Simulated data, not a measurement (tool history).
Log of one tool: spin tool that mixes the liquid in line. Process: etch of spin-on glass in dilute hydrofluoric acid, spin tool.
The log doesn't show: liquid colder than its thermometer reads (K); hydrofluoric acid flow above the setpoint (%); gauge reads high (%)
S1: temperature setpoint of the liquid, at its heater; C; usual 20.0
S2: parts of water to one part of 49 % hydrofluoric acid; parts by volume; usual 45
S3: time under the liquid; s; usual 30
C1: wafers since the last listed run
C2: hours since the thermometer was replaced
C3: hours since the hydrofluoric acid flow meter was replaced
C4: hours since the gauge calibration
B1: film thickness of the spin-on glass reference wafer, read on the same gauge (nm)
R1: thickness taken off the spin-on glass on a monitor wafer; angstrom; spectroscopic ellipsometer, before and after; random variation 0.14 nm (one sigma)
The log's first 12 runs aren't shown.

run	day	S1	S2	S3	C1	C2	C3	C4	B1	R1
# day 27.271: hydrofluoric acid flow meter replaced
13	28.483	20.0	45	30	1110	902.7	29.1	1982.9	99.94	307.3
# day 30.033: gauge calibrated
14	30.625	20.0	45	30	1008	954.1	80.5	14.2	100.01	304.7
15	33.471	20.0	45	30	1340	1022.4	148.8	82.5	100.05	308.0
16	35.212	20.0	45	30	820	1064.2	190.6	124.3	99.99	307.5
17	36.338	17.0	25	50	529	1091.2	217.6	151.3	100.01	827.5
18	39.038	20.0	45	30	1271	1156.0	282.4	216.1	99.99	306.9
19	40.950	20.0	45	30	900	1201.9	328.3	262.0	99.99	306.7
20	43.879	20.0	65	20	1379	1272.2	398.6	332.3	100.02	138.0
21	46.329	20.0	50	30	1153	1331.0	457.4	391.1	99.97	273.8
22	47.683	17.0	30	30	637	1363.5	489.9	423.6	99.98	406.0
# day 55.550: hydrofluoric acid flow meter replaced
23	55.812	24.5	25	30	3808	1558.6	6.3	618.7	100.00	675.1

Run 24 comes next. What will it give?
# day 59.238: thermometer replaced
24	60.912	20.0	45	30	2382	40.2	128.7	741.1	?	?

Run 24 gave B1 100.06, R1 318.4 angstrom.
Without the tool's hidden state the same run would have given R1 320.4 angstrom.
